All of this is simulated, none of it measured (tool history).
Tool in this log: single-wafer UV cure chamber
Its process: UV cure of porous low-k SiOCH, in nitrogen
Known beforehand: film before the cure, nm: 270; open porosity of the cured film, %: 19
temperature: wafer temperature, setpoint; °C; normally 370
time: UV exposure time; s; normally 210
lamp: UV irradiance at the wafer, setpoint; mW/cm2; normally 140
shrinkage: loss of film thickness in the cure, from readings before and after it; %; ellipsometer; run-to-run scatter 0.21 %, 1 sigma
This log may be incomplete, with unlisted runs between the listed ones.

run	hour	temperature	time	lamp	shrinkage
1	0.0	370	210	140	11.204
2	104.1	370	210	140	11.250
3	205.9	370	210	140	10.501
4	300.3	360	210	163	10.730
5	360.5	360	210	163	10.694
6	435.2	370	210	140	9.827
# hour 443.9: UV bulbs replaced
# hour 451.6: quartz window cleaned
7	492.0	370	210	140	12.013
8	555.5	370	210	140	12.347
9	628.2	370	210	140	11.596
10	728.2	370	210	140	11.790
11	797.6	370	210	140	11.580
12	834.3	370	210	140	11.221
13	903.7	370	210	140	11.450
14	963.9	370	270	140	12.818
15	1053.3	370	310	129	12.330
# hour 1086.5: quartz window cleaned
16	1099.6	370	310	129	12.322
17	1142.5	370	310	129	12.405
18	1198.7	380	210	140	11.283
19	1239.0	380	210	140	10.938
20	1298.5	380	210	140	11.014
21	1341.6	370	295	140	12.312
22	1401.0	378	210	165	11.887
23	1455.6	370	210	140	10.483
24	1529.6	388	130	180	9.894
25	1571.5	364	260	140	11.332
26	1614.7	388	210	140	10.923
27	1673.7	390	245	140	11.418
# hour 1734.7: quartz window cleaned
28	1735.2	357	210	140	9.731
# hour 1767.0: UV bulbs replaced
29	1833.9	380	210	140	12.367
30	1876.6	370	255	140	12.913
31	1935.9	370	210	140	11.917
32	2006.0	370	245	140	12.701
33	2066.5	377	160	102	8.987
34	2154.2	370	210	172	12.009
35	2201.7	370	210	140	11.387
36	2260.0	377	170	174	11.522
37	2336.1	364	155	120	9.227
38	2397.9	370	210	140	10.983
39	2452.4	370	210	140	10.847
# hour 2492.8: quartz window cleaned
40	2754.4	370	210	151	10.977

Some steps in shrinkage, run to run, broken into two amounts with sign: the step expected even without the hidden condition (settings, incoming material, random variation), and the rest, left for the hidden condition together with whatever gauge scatter is not in both the measured and the hidden-condition-free result:
The tool's hidden condition here consists of: lamp output below its setpoint, %; transmission lost against a clean window, %.
Run 6 -> 7: UV bulbs replaced, quartz window cleaned. shrinkage +2.186 %: hidden state +1.711, all else +0.475.
Run 28 -> 29: temperature 357 -> 380, UV bulbs replaced. shrinkage +2.636 %: hidden state +1.711, all else +0.925.
Run 32 -> 33: temperature 370 -> 377, time 245 -> 160, lamp 140 -> 102. shrinkage -3.714 %: hidden state +0.004, all else -3.718.
Run 33 -> 34: temperature 377 -> 370, time 160 -> 210, lamp 102 -> 172. shrinkage +3.022 %: hidden state -0.180, all else +3.202.
Run 39 -> 40: lamp 140 -> 151, quartz window cleaned. shrinkage +0.130 %: hidden state -0.575, all else +0.705.

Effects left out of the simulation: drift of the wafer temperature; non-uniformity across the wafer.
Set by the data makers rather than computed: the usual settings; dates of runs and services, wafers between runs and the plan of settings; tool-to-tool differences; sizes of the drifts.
